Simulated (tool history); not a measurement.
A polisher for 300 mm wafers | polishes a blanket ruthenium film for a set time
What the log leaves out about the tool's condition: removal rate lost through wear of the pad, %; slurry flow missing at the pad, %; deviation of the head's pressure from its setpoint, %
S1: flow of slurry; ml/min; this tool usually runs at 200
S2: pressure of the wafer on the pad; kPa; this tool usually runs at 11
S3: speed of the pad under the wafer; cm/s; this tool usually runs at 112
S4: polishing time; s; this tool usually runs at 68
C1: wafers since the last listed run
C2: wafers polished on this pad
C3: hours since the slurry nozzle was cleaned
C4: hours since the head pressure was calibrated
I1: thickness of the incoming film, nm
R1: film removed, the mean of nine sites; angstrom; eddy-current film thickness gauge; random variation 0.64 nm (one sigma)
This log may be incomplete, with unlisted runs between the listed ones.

{"run": 1, "hour": 0.0, "S1": 200, "S2": 9.7, "S3": 130, "S4": 68, "C1": 0, "C2": 1376, "C3": 70.2, "C4": 606.6, "I1": 608.7, "R1": 581}
{"run": 2, "hour": 71.2, "S1": 200, "S2": 11, "S3": 112, "S4": 68, "C1": 825, "C2": 2202, "C3": 141.4, "C4": 677.8, "I1": 597.8, "R1": 562}
{"run": 3, "hour": 140.4, "S1": 200, "S2": 11, "S3": 112, "S4": 68, "C1": 802, "C2": 3005, "C3": 210.6, "C4": 747, "I1": 605, "R1": 558}
{"hour": 149.1, "done": "worn pad replaced by a new one"}
{"run": 4, "hour": 185.2, "S1": 200, "S2": 11, "S3": 112, "S4": 68, "C1": 473, "C2": 418, "C3": 255.4, "C4": 791.8, "I1": 600.8, "R1": 561}
{"run": 5, "hour": 219.0, "S1": 200, "S2": 11, "S3": 112, "S4": 68, "C1": 391, "C2": 810, "C3": 289.2, "C4": 825.6, "I1": 610.6, "R1": 560}
{"run": 6, "hour": 283.6, "S1": 200, "S2": 11, "S3": 112, "S4": 68, "C1": 749, "C2": 1559, "C3": 353.8, "C4": 890.2, "I1": 601.5, "R1": 566}
{"run": 7, "hour": 342.4, "S1": 200, "S2": 11, "S3": 112, "S4": 68, "C1": 681, "C2": 2241, "C3": 412.6, "C4": 949, "I1": 597.2, "R1": 562}
{"run": 8, "hour": 382.1, "S1": 200, "S2": 11, "S3": 112, "S4": 68, "C1": 460, "C2": 2702, "C3": 452.3, "C4": 988.7, "I1": 606.7, "R1": 556}
{"hour": 404.5, "done": "worn pad replaced by a new one"}
{"hour": 419.4, "done": "slurry nozzle cleaned"}
{"run": 9, "hour": 430.4, "S1": 200, "S2": 11, "S3": 112, "S4": 68, "C1": 502, "C2": 288, "C3": 11, "C4": 1037, "I1": 600.3, "R1": 557}
{"run": 10, "hour": 456.2, "S1": 200, "S2": 11, "S3": 98, "S4": 51, "C1": 299, "C2": 588, "C3": 36.8, "C4": 1062.8, "I1": 598.7, "R1": 370}
{"run": 11, "hour": 506.6, "S1": 200, "S2": 11, "S3": 98, "S4": 51, "C1": 584, "C2": 1172, "C3": 87.2, "C4": 1113.2, "I1": 603.9, "R1": 374}
{"hour": 510.3, "done": "head pressure recalibrated"}
{"run": 12, "hour": 542.4, "S1": 200, "S2": 11, "S3": 112, "S4": 68, "C1": 391, "C2": 1564, "C3": 123, "C4": 32.1, "I1": 602.5, "R1": 618}
{"run": 13, "hour": 602.6, "S1": 260, "S2": 14.5, "S3": 112, "S4": 61, "C1": 698, "C2": 2262, "C3": 183.2, "C4": 92.3, "I1": 599.4, "R1": 721}
{"hour": 691.0, "done": "worn pad replaced by a new one"}
{"run": 14, "hour": 797.3, "S1": 130, "S2": 9, "S3": 142, "S4": 54, "C1": 2211, "C2": 1233, "C3": 377.9, "C4": 287, "I1": 608.8, "R1": 461}
{"run": 15, "hour": 846.9, "S1": 200, "S2": 9, "S3": 112, "S4": 68, "C1": 575, "C2": 1808, "C3": 427.5, "C4": 336.6, "I1": 604.8, "R1": 483}
{"run": 16, "hour": 873.8, "S1": 260, "S2": 11, "S3": 74, "S4": 68, "C1": 311, "C2": 2120, "C3": 454.4, "C4": 363.5, "I1": 609.8, "R1": 392}
{"hour": 913.2, "done": "worn pad replaced by a new one"}
{"run": 17, "hour": 931.8, "S1": 245, "S2": 11, "S3": 112, "S4": 68, "C1": 626, "C2": 216, "C3": 512.4, "C4": 421.5, "I1": 595.5, "R1": 600}
{"run": 18, "hour": 973.2, "S1": 180, "S2": 11, "S3": 100, "S4": 68, "C1": 480, "C2": 696, "C3": 553.8, "C4": 462.9, "I1": 596.8, "R1": 515}
{"hour": 988.0, "done": "slurry nozzle cleaned"}
{"run": 19, "hour": 1028.9, "S1": 200, "S2": 11, "S3": 140, "S4": 77, "C1": 634, "C2": 1330, "C3": 40.9, "C4": 518.6, "I1": 598.1, "R1": 812}
{"run": 20, "hour": 1085.4, "S1": 245, "S2": 11, "S3": 112, "S4": 68, "C1": 655, "C2": 1985, "C3": 97.4, "C4": 575.1, "I1": 608.2, "R1": 581}
{"run": 21, "hour": 1134.7, "S1": 200, "S2": 11, "S3": 112, "S4": 68, "C1": 571, "C2": 2557, "C3": 146.7, "C4": 624.4, "I1": 603.8, "R1": 575}
{"hour": 1144.9, "done": "worn pad replaced by a new one"}
{"run": 22, "hour": 1181.1, "S1": 200, "S2": 11, "S3": 112, "S4": 68, "C1": 491, "C2": 419, "C3": 193.1, "C4": 670.8, "I1": 592.5, "R1": 557}
{"run": 23, "hour": 1236.6, "S1": 180, "S2": 11, "S3": 100, "S4": 68, "C1": 643, "C2": 1063, "C3": 248.6, "C4": 726.3, "I1": 604.4, "R1": 500}
{"run": 24, "hour": 1293.1, "S1": 180, "S2": 11, "S3": 100, "S4": 68, "C1": 655, "C2": 1718, "C3": 305.1, "C4": 782.8, "I1": 587.9, "R1": 496}

Difference, measured minus no-hidden-state, one row per run. Run-to-run variation is common to both terms; the gauge's own scatter need not be:
run=1 R1=-50
run=2 R1=-50
run=3 R1=-52
run=4 R1=-53
run=5 R1=-55
run=6 R1=-57
run=7 R1=-57
run=8 R1=-57
run=9 R1=-58
run=10 R1=-39
run=11 R1=-40
run=12 R1=+0
run=13 R1=-12
run=14 R1=-25
run=15 R1=-29
run=16 R1=-25
run=17 R1=-43
run=18 R1=-39
run=19 R1=-66
run=20 R1=-50
run=21 R1=-52
run=22 R1=-52
run=23 R1=-48
run=24 R1=-50

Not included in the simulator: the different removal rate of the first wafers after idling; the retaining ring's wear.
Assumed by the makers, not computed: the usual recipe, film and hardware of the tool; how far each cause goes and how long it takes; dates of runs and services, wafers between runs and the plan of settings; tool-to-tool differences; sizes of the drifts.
